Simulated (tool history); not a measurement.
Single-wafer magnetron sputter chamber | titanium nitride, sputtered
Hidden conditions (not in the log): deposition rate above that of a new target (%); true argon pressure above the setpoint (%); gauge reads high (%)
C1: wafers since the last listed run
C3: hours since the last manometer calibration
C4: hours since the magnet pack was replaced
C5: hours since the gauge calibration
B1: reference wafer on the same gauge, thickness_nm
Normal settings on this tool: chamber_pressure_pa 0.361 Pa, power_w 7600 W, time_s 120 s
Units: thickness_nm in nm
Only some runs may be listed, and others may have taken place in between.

run 1 hour=0 | chamber_pressure_pa=0.361 power_w=7600 time_s=120 | C1=0 wafers_on_the_sputter_target=3442 C3=2579.1 C4=7666.6 C5=241 | B1=155.064 | thickness_nm=176.996
run 2 hour=15 | chamber_pressure_pa=0.361 power_w=7600 time_s=102 | C1=183 wafers_on_the_sputter_target=3625 C3=2594.1 C4=7681.6 C5=256 | B1=155.047 | thickness_nm=149.55
run 3 hour=33.6 | chamber_pressure_pa=0.361 power_w=7600 time_s=120 | C1=227 wafers_on_the_sputter_target=3852 C3=2612.7 C4=7700.2 C5=274.6 | B1=154.899 | thickness_nm=175.798
run 4 hour=46.1 | chamber_pressure_pa=0.361 power_w=7600 time_s=120 | C1=152 wafers_on_the_sputter_target=4004 C3=2625.2 C4=7712.7 C5=287.1 | B1=155.084 | thickness_nm=177.018
-- hour=46.5 gauge calibrated
run 5 hour=69 | chamber_pressure_pa=0.361 power_w=7600 time_s=120 | C1=279 wafers_on_the_sputter_target=4284 C3=2648.1 C4=7735.6 C5=22.5 | B1=154.906 | thickness_nm=177.056
run 6 hour=100.8 | chamber_pressure_pa=0.361 power_w=7600 time_s=120 | C1=388 wafers_on_the_sputter_target=4672 C3=2679.9 C4=7767.4 C5=54.3 | B1=154.851 | thickness_nm=175.354
run 7 hour=113.7 | chamber_pressure_pa=0.361 power_w=7600 time_s=120 | C1=157 wafers_on_the_sputter_target=4830 C3=2692.8 C4=7780.3 C5=67.2 | B1=155.022 | thickness_nm=176.279
run 8 hour=131 | chamber_pressure_pa=0.291 power_w=6100 time_s=120 | C1=211 wafers_on_the_sputter_target=5041 C3=2710.1 C4=7797.6 C5=84.5 | B1=154.87 | thickness_nm=148.726
run 9 hour=150.6 | chamber_pressure_pa=0.291 power_w=6100 time_s=120 | C1=239 wafers_on_the_sputter_target=5280 C3=2729.7 C4=7817.2 C5=104.1 | B1=154.93 | thickness_nm=149.438
run 10 hour=163.6 | chamber_pressure_pa=0.291 power_w=6100 time_s=120 | C1=158 wafers_on_the_sputter_target=5439 C3=2742.7 C4=7830.2 C5=117.1 | B1=154.921 | thickness_nm=149.788
run 11 hour=185.7 | chamber_pressure_pa=0.361 power_w=7600 time_s=120 | C1=269 wafers_on_the_sputter_target=5709 C3=2764.8 C4=7852.3 C5=139.2 | B1=154.941 | thickness_nm=174.933
run 12 hour=218.7 | chamber_pressure_pa=0.361 power_w=7600 time_s=120 | C1=402 wafers_on_the_sputter_target=6111 C3=2797.8 C4=7885.3 C5=172.2 | B1=155.111 | thickness_nm=172.27
run 13 hour=252.3 | chamber_pressure_pa=0.361 power_w=7600 time_s=120 | C1=410 wafers_on_the_sputter_target=6522 C3=2831.4 C4=7918.9 C5=205.8 | B1=154.942 | thickness_nm=173.589
-- hour=266.7 magnet pack replaced
run 14 hour=271.8 | chamber_pressure_pa=0.361 power_w=9450 time_s=100 | C1=140 wafers_on_the_sputter_target=6662 C3=2850.9 C4=5.1 C5=225.3 | B1=155.026 | thickness_nm=175.326
run 15 hour=304.5 | chamber_pressure_pa=0.361 power_w=7600 time_s=120 | C1=399 wafers_on_the_sputter_target=7061 C3=2883.6 C4=37.8 C5=258 | B1=154.991 | thickness_nm=171.961
run 16 hour=317.1 | chamber_pressure_pa=0.361 power_w=7600 time_s=102 | C1=153 wafers_on_the_sputter_target=7215 C3=2896.2 C4=50.4 C5=270.6 | B1=154.941 | thickness_nm=145.303
run 17 hour=340.9 | chamber_pressure_pa=0.361 power_w=9250 time_s=120 | C1=290 wafers_on_the_sputter_target=7506 C3=2920 C4=74.2 C5=294.4 | B1=154.913 | thickness_nm=203.661
-- hour=349.8 gauge calibrated
run 18 hour=362.6 | chamber_pressure_pa=0.245 power_w=7600 time_s=111 | C1=264 wafers_on_the_sputter_target=7770 C3=2941.7 C4=95.9 C5=12.8 | B1=154.869 | thickness_nm=167.641
-- hour=372 sputter target and shields replaced
-- hour=375 capacitance manometer re-zeroed and calibrated
run 19 hour=392.1 | chamber_pressure_pa=0.249 power_w=5900 time_s=120 | C1=226 wafers_on_the_sputter_target=208 C3=17.1 C4=125.4 C5=42.3 | B1=154.86 | thickness_nm=150.444
run 20 hour=437 | chamber_pressure_pa=0.361 power_w=7600 time_s=135 | C1=548 wafers_on_the_sputter_target=756 C3=62 C4=170.3 C5=87.2 | B1=155.034 | thickness_nm=197.67
run 21 hour=459.1 | chamber_pressure_pa=0.408 power_w=7600 time_s=120 | C1=269 wafers_on_the_sputter_target=1026 C3=84.1 C4=192.4 C5=109.3 | B1=154.918 | thickness_nm=172.207
run 22 hour=493.4 | chamber_pressure_pa=0.361 power_w=7600 time_s=107 | C1=418 wafers_on_the_sputter_target=1445 C3=118.4 C4=226.7 C5=143.6 | B1=154.867 | thickness_nm=156.605
run 23 hour=519.4 | chamber_pressure_pa=0.41 power_w=9350 time_s=120 | C1=317 wafers_on_the_sputter_target=1762 C3=144.4 C4=252.7 C5=169.6 | B1=154.95 | thickness_nm=205.344
run 24 hour=531.7 | chamber_pressure_pa=0.361 power_w=7600 time_s=120 | C1=150 wafers_on_the_sputter_target=1912 C3=156.7 C4=265 C5=181.9 | B1=154.953 | thickness_nm=175.36

What if the next run were any one of these 3? Each begins from the tool's condition after run 24:
run A hour=532.1 | chamber_pressure_pa=0.361 power_w=6000 time_s=120 | C1=4 wafers_on_the_sputter_target=1917 C3=157.1 C4=265.4 C5=182.3 | B1=? | thickness_nm=?
run B hour=532.1 | chamber_pressure_pa=0.255 power_w=6000 time_s=112 | C1=4 wafers_on_the_sputter_target=1917 C3=157.1 C4=265.4 C5=182.3 | B1=? | thickness_nm=?
run C hour=532.1 | chamber_pressure_pa=0.493 power_w=8850 time_s=101 | C1=4 wafers_on_the_sputter_target=1917 C3=157.1 C4=265.4 C5=182.3 | B1=? | thickness_nm=?

run=A B1=155.046 thickness_nm=144.271
run=B B1=155.046 thickness_nm=141.579
run=C B1=155.046 thickness_nm=159.164
Without the tool's hidden state the same runs would have given:
run=A thickness_nm=146.095
run=B thickness_nm=143.369
run=C thickness_nm=161.176
